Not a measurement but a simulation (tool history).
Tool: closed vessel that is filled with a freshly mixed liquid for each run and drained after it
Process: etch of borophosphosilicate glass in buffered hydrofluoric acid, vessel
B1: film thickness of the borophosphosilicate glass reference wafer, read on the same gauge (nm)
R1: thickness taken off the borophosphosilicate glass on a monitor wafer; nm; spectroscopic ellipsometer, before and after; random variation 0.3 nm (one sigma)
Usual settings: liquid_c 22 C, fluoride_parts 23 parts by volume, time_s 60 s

Run 1, hour 0: usual settings but fluoride_parts 20.5 parts by volume; B1 120. Result: R1 48.42 nm.
Run 2, hour 39: usual settings; B1 119.98. Result: R1 45.28 nm.
Run 3, hour 68.7: usual settings; B1 120.02. Result: R1 45.6 nm.
Run 4, hour 98.6: usual settings but time_s 35 s; B1 120.04. Result: R1 26.43 nm.
Run 5, hour 166.6: usual settings but time_s 35 s; B1 119.99. Result: R1 26.53 nm.
Run 6, hour 201.3: usual settings but time_s 35 s; B1 120.03. Result: R1 26.8 nm.
Run 7, hour 234.1: usual settings; B1 119.98. Result: R1 45.78 nm.
Run 8, hour 279.1: usual settings but fluoride_parts 17.5 parts by volume; B1 120.01. Result: R1 58.75 nm.
Run 9, hour 329.9: usual settings; B1 120.01. Result: R1 42.24 nm.
Run 10, hour 374.9: usual settings; B1 119.98. Result: R1 42.68 nm.
Run 11, hour 410.2: usual settings; B1 119.99. Result: R1 42.31 nm.
Run 12, hour 456.5: usual settings but liquid_c 25.5 C, time_s 45 s; B1 120. Result: R1 38.59 nm.
Run 13, hour 491.7: usual settings but time_s 50 s; B1 119.99. Result: R1 35.7 nm.
Run 14, hour 532.9: usual settings but liquid_c 17.5 C, fluoride_parts 26.5 parts by volume, time_s 45 s; B1 120. Result: R1 22.93 nm.
Run 15, hour 580.4: usual settings but liquid_c 25 C, fluoride_parts 16 parts by volume, time_s 95 s; B1 119.98. Result: R1 111.01 nm.
Run 16, hour 621.5: usual settings; B1 119.96. Result: R1 43.33 nm.
Run 17, hour 682.8: usual settings but liquid_c 18 C, fluoride_parts 28.5 parts by volume; B1 120. Result: R1 30.52 nm.
Run 18, hour 710.3: usual settings but liquid_c 24 C, fluoride_parts 14.5 parts by volume, time_s 40 s; B1 119.96. Result: R1 49.42 nm.
Run 19, hour 753.1: usual settings but liquid_c 26.5 C, fluoride_parts 27.5 parts by volume, time_s 85 s; B1 120. Result: R1 69.54 nm.
Run 20, hour 848.9: usual settings but liquid_c 24.5 C, fluoride_parts 15 parts by volume, time_s 75 s; B1 120. Result: R1 92.76 nm.
Run 21, hour 896.2: usual settings; B1 120. Result: R1 44.51 nm.
Run 22, hour 944.2: usual settings but liquid_c 26.5 C; B1 119.99. Result: R1 57.01 nm.
Run 23, hour 1004.4: usual settings; B1 120.01. Result: R1 44.92 nm.
Run 24, hour 1062.3: usual settings; B1 120.02. Result: R1 45.2 nm.
Run 25, hour 1087.2: usual settings but fluoride_parts 17 parts by volume, time_s 30 s; B1 120. Result: R1 29.74 nm.
Run 26, hour 1137.9: usual settings; B1 119.98. Result: R1 44.86 nm.
Run 27, hour 1162.9: usual settings but fluoride_parts 28.5 parts by volume, time_s 45 s; B1 119.99. Result: R1 29.57 nm.
Run 28, hour 1193.3: usual settings; B1 120.02. Result: R1 45.97 nm.
Run 29, hour 1225.2: usual settings but liquid_c 24 C, time_s 95 s; B1 120.01. Result: R1 80.73 nm.
Run 30, hour 1272.9: usual settings but fluoride_parts 17 parts by volume, time_s 30 s; B1 120.01. Result: R1 29.61 nm.
Run 31, hour 1321.4: usual settings but fluoride_parts 14.5 parts by volume, time_s 30 s; B1 120. Result: R1 32.6 nm.
Run 32, hour 1415.2: usual settings but fluoride_parts 19.5 parts by volume, time_s 80 s; B1 119.98. Result: R1 64.83 nm.

Not shown: 6 entries that the log had between the listed runs. Between which runs, and how does the tool's hidden state differ before and after?
Between runs 8 and 9: thermometer replaced (hour 290.3)
  liquid hotter than its thermometer reads (K): 1.6 -> 0.16
  measured less the result without the state, R1: +4.91 -> +0.37 nm
Between runs 10 and 11: hydrofluoric acid flow meter replaced (hour 385.9)
  liquid hotter than its thermometer reads (K): 0.232 -> 0.288
  measured less the result without the state, R1: +0.53 -> +0.67 nm
Between runs 19 and 20: hydrofluoric acid flow meter replaced (hour 783.4)
  liquid hotter than its thermometer reads (K): 0.832 -> 0.984
  measured less the result without the state, R1: +3.02 -> +4.76 nm
Between runs 20 and 21: gauge calibrated (hour 893.6)
  liquid hotter than its thermometer reads (K): 0.984 -> 1.06
  measured less the result without the state, R1: +4.76 -> +2.51 nm
Between runs 27 and 28: hydrofluoric acid flow meter replaced (hour 1167.2)
  liquid hotter than its thermometer reads (K): 1.48 -> 1.53
  measured less the result without the state, R1: +2.31 -> +3.69 nm
Between runs 30 and 31: thermometer replaced (hour 1309.3)
  liquid hotter than its thermometer reads (K): 1.66 -> 0.126
  measured less the result without the state, R1: +2.56 -> +0.23 nm
